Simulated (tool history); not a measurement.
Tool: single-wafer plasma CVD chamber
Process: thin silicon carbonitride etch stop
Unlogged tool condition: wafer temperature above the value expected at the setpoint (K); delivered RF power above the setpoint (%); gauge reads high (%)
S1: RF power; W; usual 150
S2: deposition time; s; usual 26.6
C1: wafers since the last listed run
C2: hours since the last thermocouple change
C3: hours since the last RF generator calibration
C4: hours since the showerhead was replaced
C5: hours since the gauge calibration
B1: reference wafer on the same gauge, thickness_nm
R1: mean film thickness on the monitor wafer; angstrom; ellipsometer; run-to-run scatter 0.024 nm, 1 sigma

| run | day | S1 | S2 | C1 | C2 | C3 | C4 | C5 | B1 | R1 |
|---|---|---|---|---|---|---|---|---|---|---|
| 1 | 0.000 | 150 | 26.6 | 0 | 2415.1 | 1476.3 | 5096.5 | 316.6 | 12.498 | 142.67 |
| 2 | 1.217 | 150 | 26.6 | 1093 | 2444.3 | 1505.5 | 5125.7 | 345.8 | 12.500 | 142.63 |
| 3 | 2.108 | 150 | 26.6 | 801 | 2465.7 | 1526.9 | 5147.1 | 367.2 | 12.506 | 143.13 |
| 4 | 4.829 | 150 | 26.6 | 2445 | 2531.0 | 1592.2 | 5212.4 | 432.5 | 12.500 | 143.21 |
|  | 5.288 | gauge calibrated |
| 5 | 5.708 | 150 | 26.6 | 790 | 2552.1 | 1613.3 | 5233.5 | 10.1 | 12.495 | 142.83 |
| 6 | 7.188 | 150 | 26.6 | 1329 | 2587.6 | 1648.8 | 5269.0 | 45.6 | 12.498 | 142.65 |
| 7 | 7.996 | 150 | 26.6 | 726 | 2607.0 | 1668.2 | 5288.4 | 65.0 | 12.502 | 142.70 |
| 8 | 8.783 | 150 | 26.6 | 707 | 2625.9 | 1687.1 | 5307.3 | 83.9 | 12.497 | 142.59 |
| 9 | 9.567 | 150 | 26.6 | 704 | 2644.7 | 1705.9 | 5326.1 | 102.7 | 12.504 | 142.53 |
| 10 | 10.167 | 150 | 26.6 | 539 | 2659.1 | 1720.3 | 5340.5 | 117.1 | 12.506 | 142.53 |
| 11 | 10.846 | 150 | 25.0 | 610 | 2675.4 | 1736.6 | 5356.8 | 133.4 | 12.497 | 133.68 |
|  | 11.262 | showerhead replaced |
| 12 | 11.679 | 150 | 25.0 | 449 | 2695.4 | 1756.6 | 10.0 | 153.4 | 12.494 | 134.28 |
| 13 | 12.804 | 150 | 25.0 | 1011 | 2722.4 | 1783.6 | 37.0 | 180.4 | 12.503 | 133.87 |
|  | 13.896 | thermocouple changed; heater temperature recalibrated |
| 14 | 14.179 | 160 | 26.6 | 936 | 6.8 | 1816.6 | 70.0 | 213.4 | 12.503 | 144.82 |
| 15 | 15.604 | 125 | 21.5 | 1280 | 41.0 | 1850.8 | 104.2 | 247.6 | 12.503 | 109.49 |
| 16 | 16.908 | 120 | 29.1 | 1172 | 72.3 | 1882.1 | 135.5 | 278.9 | 12.504 | 147.42 |
| 17 | 18.104 | 150 | 26.6 | 1074 | 101.0 | 1910.8 | 164.2 | 307.6 | 12.502 | 142.02 |
| 18 | 19.104 | 150 | 29.2 | 898 | 125.0 | 1934.8 | 188.2 | 331.6 | 12.498 | 156.22 |
|  | 19.675 | gauge calibrated |
|  | 20.825 | RF generator calibrated |
| 19 | 20.846 | 175 | 23.5 | 1265 | 166.8 | 0.5 | 230.0 | 28.1 | 12.494 | 133.33 |
| 20 | 21.788 | 125 | 26.6 | 846 | 189.4 | 23.1 | 252.6 | 50.7 | 12.500 | 138.87 |
| 21 | 23.100 | 150 | 22.9 | 1179 | 220.9 | 54.6 | 284.1 | 82.2 | 12.505 | 125.00 |
| 22 | 23.983 | 150 | 25.0 | 794 | 242.1 | 75.8 | 305.3 | 103.4 | 12.506 | 136.59 |

Run 23 has not been measured yet. What should we expect?
| 23 | 25.346 | 170 | 28.6 | 1224 | 274.8 | 108.5 | 338.0 | 136.1 | ? | ? |

For run 23 the tool returned B1 12.501, R1 161.63 angstrom.
With the hidden condition absent and the run-to-run variation left alone, this run would have shown R1 161.96 angstrom.

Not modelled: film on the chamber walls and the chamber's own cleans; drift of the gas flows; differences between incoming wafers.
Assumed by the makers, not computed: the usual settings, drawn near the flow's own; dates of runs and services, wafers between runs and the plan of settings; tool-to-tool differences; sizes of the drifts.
